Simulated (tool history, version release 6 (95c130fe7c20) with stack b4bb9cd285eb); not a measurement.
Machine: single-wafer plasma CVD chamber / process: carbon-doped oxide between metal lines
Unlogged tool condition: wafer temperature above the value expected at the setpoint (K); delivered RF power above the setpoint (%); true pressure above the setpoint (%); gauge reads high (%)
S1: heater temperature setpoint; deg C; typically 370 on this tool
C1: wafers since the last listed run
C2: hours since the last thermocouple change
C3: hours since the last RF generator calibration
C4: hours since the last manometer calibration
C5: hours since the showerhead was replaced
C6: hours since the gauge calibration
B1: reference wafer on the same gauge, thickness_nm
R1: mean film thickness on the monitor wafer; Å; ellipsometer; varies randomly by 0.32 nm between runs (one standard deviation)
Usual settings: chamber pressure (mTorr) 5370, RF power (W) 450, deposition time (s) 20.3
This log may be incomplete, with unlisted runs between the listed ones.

run 1 day=0 | S1=370 chamber_pressure_(mTorr)=5370 RF_power_(W)=450 deposition_time_(s)=18.2 | C1=0 C2=1217.5 C3=2057.1 C4=1389.7 C5=4143.6 C6=127.7 | B1=77.766 | R1=777.6
run 2 day=1.425 | S1=370 chamber_pressure_(mTorr)=5370 RF_power_(W)=450 deposition_time_(s)=18.2 | C1=817 C2=1251.7 C3=2091.3 C4=1423.9 C5=4177.8 C6=161.9 | B1=77.605 | R1=763.51
run 3 day=4 | S1=370 chamber_pressure_(mTorr)=5370 RF_power_(W)=450 deposition_time_(s)=20.3 | C1=1477 C2=1313.5 C3=2153.1 C4=1485.7 C5=4239.6 C6=223.7 | B1=77.45 | R1=857.64
run 4 day=6.912 | S1=370 chamber_pressure_(mTorr)=5370 RF_power_(W)=450 deposition_time_(s)=20.3 | C1=1670 C2=1383.4 C3=2223 C4=1555.6 C5=4309.5 C6=293.6 | B1=77.303 | R1=848.71
run 5 day=9.404 | S1=370 chamber_pressure_(mTorr)=5370 RF_power_(W)=450 deposition_time_(s)=20.3 | C1=1429 C2=1443.2 C3=2282.8 C4=1615.4 C5=4369.3 C6=353.4 | B1=77.219 | R1=856.73
run 6 day=14.858 | S1=376 chamber_pressure_(mTorr)=5370 RF_power_(W)=450 deposition_time_(s)=20.3 | C1=3128 C2=1574.1 C3=2413.7 C4=1746.3 C5=4500.2 C6=484.3 | B1=76.93 | R1=846.33
-- day=16.146 RF generator calibrated
run 7 day=17.812 | S1=370 chamber_pressure_(mTorr)=5370 RF_power_(W)=450 deposition_time_(s)=20.3 | C1=1503 C2=1645 C3=40 C4=1817.2 C5=4571.1 C6=555.2 | B1=76.693 | R1=850.38
run 8 day=19.483 | S1=370 chamber_pressure_(mTorr)=5370 RF_power_(W)=450 deposition_time_(s)=20.3 | C1=958 C2=1685.1 C3=80.1 C4=1857.3 C5=4611.2 C6=595.3 | B1=76.57 | R1=843.38
run 9 day=21.083 | S1=370 chamber_pressure_(mTorr)=5370 RF_power_(W)=450 deposition_time_(s)=21.4 | C1=917 C2=1723.5 C3=118.5 C4=1895.7 C5=4649.6 C6=633.7 | B1=76.577 | R1=896.65
run 10 day=23.608 | S1=370 chamber_pressure_(mTorr)=5370 RF_power_(W)=450 deposition_time_(s)=18 | C1=1448 C2=1784.1 C3=179.1 C4=1956.3 C5=4710.2 C6=694.3 | B1=76.411 | R1=751.02
run 11 day=24.812 | S1=370 chamber_pressure_(mTorr)=5370 RF_power_(W)=450 deposition_time_(s)=18 | C1=690 C2=1813 C3=208 C4=1985.2 C5=4739.1 C6=723.2 | B1=76.332 | R1=755.89
run 12 day=26.562 | S1=378 chamber_pressure_(mTorr)=5370 RF_power_(W)=450 deposition_time_(s)=20.3 | C1=1003 C2=1855 C3=250 C4=2027.2 C5=4781.1 C6=765.2 | B1=76.293 | R1=828.51
-- day=28.858 thermocouple changed; heater temperature recalibrated
run 13 day=29.104 | S1=370 chamber_pressure_(mTorr)=6370 RF_power_(W)=450 deposition_time_(s)=20.3 | C1=1266 C2=5.9 C3=311 C4=2088.2 C5=4842.1 C6=826.2 | B1=76.106 | R1=852.75
run 14 day=36.171 | S1=358 chamber_pressure_(mTorr)=4100 RF_power_(W)=450 deposition_time_(s)=23.1 | C1=4053 C2=175.5 C3=480.6 C4=2257.8 C5=5011.7 C6=995.8 | B1=75.705 | R1=938.94
run 15 day=38.212 | S1=364 chamber_pressure_(mTorr)=5370 RF_power_(W)=450 deposition_time_(s)=20.3 | C1=1171 C2=224.5 C3=529.6 C4=2306.8 C5=5060.7 C6=1044.8 | B1=75.518 | R1=849.12

Forecast run 16:
-- day=38.746 capacitance manometer re-zeroed and calibrated
run 16 day=39.696 | S1=370 chamber_pressure_(mTorr)=4240 RF_power_(W)=370 deposition_time_(s)=21.7 | C1=659 C2=260.1 C3=565.2 C4=22.8 C5=5096.3 C6=1080.4 | B1=? | R1=?

{"run 16": {"B1": 75.791, "R1": 748.46}}
With the hidden condition absent and the run-to-run variation left alone, this run would have shown R1 770.18 Å.
